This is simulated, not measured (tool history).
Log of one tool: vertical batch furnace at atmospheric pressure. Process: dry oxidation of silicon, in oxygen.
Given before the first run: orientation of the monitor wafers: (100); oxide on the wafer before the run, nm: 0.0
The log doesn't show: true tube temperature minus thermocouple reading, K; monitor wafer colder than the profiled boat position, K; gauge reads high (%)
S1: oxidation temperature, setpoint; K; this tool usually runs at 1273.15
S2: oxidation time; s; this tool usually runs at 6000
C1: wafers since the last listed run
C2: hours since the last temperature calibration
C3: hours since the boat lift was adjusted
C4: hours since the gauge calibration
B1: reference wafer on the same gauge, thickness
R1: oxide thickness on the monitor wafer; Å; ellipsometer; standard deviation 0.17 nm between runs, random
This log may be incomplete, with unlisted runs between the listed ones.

{"run": 1, "hour": 0.0, "S1": 1273.15, "S2": 7890, "C1": 0, "C2": 2980.5, "C3": 3603.1, "C4": 740.2, "B1": 75.51, "R1": 830.3}
{"run": 2, "hour": 29.2, "S1": 1293.15, "S2": 6000, "C1": 391, "C2": 3009.7, "C3": 3632.3, "C4": 769.4, "B1": 75.48, "R1": 832.8}
{"run": 3, "hour": 48.4, "S1": 1273.15, "S2": 6000, "C1": 257, "C2": 3028.9, "C3": 3651.5, "C4": 788.6, "B1": 75.58, "R1": 687.7}
{"run": 4, "hour": 72.9, "S1": 1273.15, "S2": 6000, "C1": 328, "C2": 3053.4, "C3": 3676.0, "C4": 813.1, "B1": 75.62, "R1": 689.6}
{"run": 5, "hour": 97.6, "S1": 1273.15, "S2": 6000, "C1": 330, "C2": 3078.1, "C3": 3700.7, "C4": 837.8, "B1": 75.73, "R1": 690.6}
{"run": 6, "hour": 125.9, "S1": 1292.15, "S2": 3840, "C1": 379, "C2": 3106.4, "C3": 3729.0, "C4": 866.1, "B1": 75.74, "R1": 613.1}
{"run": 7, "hour": 145.6, "S1": 1292.15, "S2": 3840, "C1": 263, "C2": 3126.1, "C3": 3748.7, "C4": 885.8, "B1": 75.8, "R1": 613.7}
{"run": 8, "hour": 161.9, "S1": 1287.15, "S2": 8190, "C1": 218, "C2": 3142.4, "C3": 3765.0, "C4": 902.1, "B1": 75.83, "R1": 980.5}
{"run": 9, "hour": 218.8, "S1": 1287.15, "S2": 8190, "C1": 762, "C2": 3199.3, "C3": 3821.9, "C4": 959.0, "B1": 75.99, "R1": 978.1}
{"run": 10, "hour": 252.1, "S1": 1258.15, "S2": 6000, "C1": 446, "C2": 3232.6, "C3": 3855.2, "C4": 992.3, "B1": 76.08, "R1": 599.4}
{"hour": 321.3, "done": "boat lift adjusted"}
{"run": 11, "hour": 335.1, "S1": 1273.15, "S2": 6000, "C1": 790, "C2": 3315.6, "C3": 13.8, "C4": 1075.3, "B1": 76.33, "R1": 694.9}
{"run": 12, "hour": 352.8, "S1": 1273.15, "S2": 6000, "C1": 237, "C2": 3333.3, "C3": 31.5, "C4": 1093.0, "B1": 76.44, "R1": 696.2}
{"run": 13, "hour": 388.3, "S1": 1273.15, "S2": 6000, "C1": 475, "C2": 3368.8, "C3": 67.0, "C4": 1128.5, "B1": 76.47, "R1": 694.9}
{"run": 14, "hour": 420.4, "S1": 1273.15, "S2": 6000, "C1": 430, "C2": 3400.9, "C3": 99.1, "C4": 1160.6, "B1": 76.6, "R1": 699.3}
{"run": 15, "hour": 460.9, "S1": 1286.15, "S2": 4050, "C1": 542, "C2": 3441.4, "C3": 139.6, "C4": 1201.1, "B1": 76.75, "R1": 609.4}
{"run": 16, "hour": 493.8, "S1": 1292.15, "S2": 6000, "C1": 440, "C2": 3474.3, "C3": 172.5, "C4": 1234.0, "B1": 76.81, "R1": 841.9}
{"run": 17, "hour": 528.7, "S1": 1281.15, "S2": 8640, "C1": 467, "C2": 3509.2, "C3": 207.4, "C4": 1268.9, "B1": 76.95, "R1": 973.9}
{"run": 18, "hour": 563.2, "S1": 1287.15, "S2": 8190, "C1": 462, "C2": 3543.7, "C3": 241.9, "C4": 1303.4, "B1": 77.13, "R1": 988.5}
{"run": 19, "hour": 597.6, "S1": 1293.15, "S2": 4950, "C1": 460, "C2": 3578.1, "C3": 276.3, "C4": 1337.8, "B1": 77.22, "R1": 747.5}
{"run": 20, "hour": 623.8, "S1": 1263.15, "S2": 4560, "C1": 351, "C2": 3604.3, "C3": 302.5, "C4": 1364.0, "B1": 77.32, "R1": 528.7}
{"hour": 627.9, "done": "gauge calibrated"}
{"run": 21, "hour": 655.4, "S1": 1273.15, "S2": 6000, "C1": 423, "C2": 3635.9, "C3": 334.1, "C4": 27.5, "B1": 74.92, "R1": 685.0}
{"run": 22, "hour": 674.2, "S1": 1296.15, "S2": 8130, "C1": 251, "C2": 3654.7, "C3": 352.9, "C4": 46.3, "B1": 74.96, "R1": 1042.8}
{"run": 23, "hour": 706.2, "S1": 1263.15, "S2": 3750, "C1": 428, "C2": 3686.7, "C3": 384.9, "C4": 78.3, "B1": 74.95, "R1": 451.1}
{"run": 24, "hour": 724.3, "S1": 1293.15, "S2": 7680, "C1": 242, "C2": 3704.8, "C3": 403.0, "C4": 96.4, "B1": 74.9, "R1": 974.4}
{"hour": 753.6, "done": "thermocouples replaced and temperature profile calibrated"}
{"run": 25, "hour": 757.0, "S1": 1260.15, "S2": 6960, "C1": 116, "C2": 3.4, "C3": 435.7, "C4": 129.1, "B1": 74.9, "R1": 667.9}
{"run": 26, "hour": 777.3, "S1": 1260.15, "S2": 7920, "C1": 271, "C2": 23.7, "C3": 456.0, "C4": 149.4, "B1": 74.94, "R1": 734.3}
{"run": 27, "hour": 791.5, "S1": 1273.15, "S2": 6000, "C1": 190, "C2": 37.9, "C3": 470.2, "C4": 163.6, "B1": 74.93, "R1": 681.2}
{"run": 28, "hour": 804.1, "S1": 1289.15, "S2": 8430, "C1": 168, "C2": 50.5, "C3": 482.8, "C4": 176.2, "B1": 75.04, "R1": 1002.3}
{"run": 29, "hour": 827.7, "S1": 1273.15, "S2": 4950, "C1": 316, "C2": 74.1, "C3": 506.4, "C4": 199.8, "B1": 74.98, "R1": 598.6}
{"run": 30, "hour": 853.0, "S1": 1273.15, "S2": 6000, "C1": 338, "C2": 99.4, "C3": 531.7, "C4": 225.1, "B1": 74.94, "R1": 683.1}
{"run": 31, "hour": 885.5, "S1": 1273.15, "S2": 6000, "C1": 435, "C2": 131.9, "C3": 564.2, "C4": 257.6, "B1": 75.01, "R1": 686.3}
{"run": 32, "hour": 898.1, "S1": 1293.15, "S2": 4170, "C1": 168, "C2": 144.5, "C3": 576.8, "C4": 270.2, "B1": 74.96, "R1": 650.0}
{"run": 33, "hour": 929.1, "S1": 1252.15, "S2": 6000, "C1": 415, "C2": 175.5, "C3": 607.8, "C4": 301.2, "B1": 75.02, "R1": 563.7}
{"run": 34, "hour": 957.4, "S1": 1289.15, "S2": 7440, "C1": 379, "C2": 203.8, "C3": 636.1, "C4": 329.5, "B1": 75.06, "R1": 924.8}
{"run": 35, "hour": 992.3, "S1": 1287.15, "S2": 4890, "C1": 467, "C2": 238.7, "C3": 671.0, "C4": 364.4, "B1": 75.12, "R1": 680.4}
{"run": 36, "hour": 1011.1, "S1": 1284.15, "S2": 4470, "C1": 251, "C2": 257.5, "C3": 689.8, "C4": 383.2, "B1": 75.17, "R1": 626.9}
{"run": 37, "hour": 1046.2, "S1": 1273.15, "S2": 6000, "C1": 470, "C2": 292.6, "C3": 724.9, "C4": 418.3, "B1": 75.16, "R1": 684.2}
{"run": 38, "hour": 1074.7, "S1": 1273.15, "S2": 6000, "C1": 381, "C2": 321.1, "C3": 753.4, "C4": 446.8, "B1": 75.15, "R1": 685.4}
{"run": 39, "hour": 1095.6, "S1": 1292.15, "S2": 8160, "C1": 280, "C2": 342.0, "C3": 774.3, "C4": 467.7, "B1": 75.2, "R1": 1007.9}

Alternative continuations, all from the tool just after run 39; predict every row:
{"run": "A", "hour": 1102.0, "S1": 1282.15, "S2": 6000, "C1": 85, "C2": 348.4, "C3": 780.7, "C4": 474.1, "B1": "?", "R1": "?"}
{"run": "B", "hour": 1102.0, "S1": 1295.15, "S2": 8610, "C1": 85, "C2": 348.4, "C3": 780.7, "C4": 474.1, "B1": "?", "R1": "?"}
{"run": "C", "hour": 1102.0, "S1": 1273.15, "S2": 3240, "C1": 85, "C2": 348.4, "C3": 780.7, "C4": 474.1, "B1": "?", "R1": "?"}
{"run": "D", "hour": 1102.0, "S1": 1273.15, "S2": 7500, "C1": 85, "C2": 348.4, "C3": 780.7, "C4": 474.1, "B1": "?", "R1": "?"}

run=A B1=75.23 R1=750.2
run=B B1=75.23 R1=1078.5
run=C B1=75.23 R1=457.3
run=D B1=75.23 R1=802.0
Without the tool's hidden state the same runs would have given:
run=A R1=745.8
run=B R1=1072.2
run=C R1=454.7
run=D R1=797.3
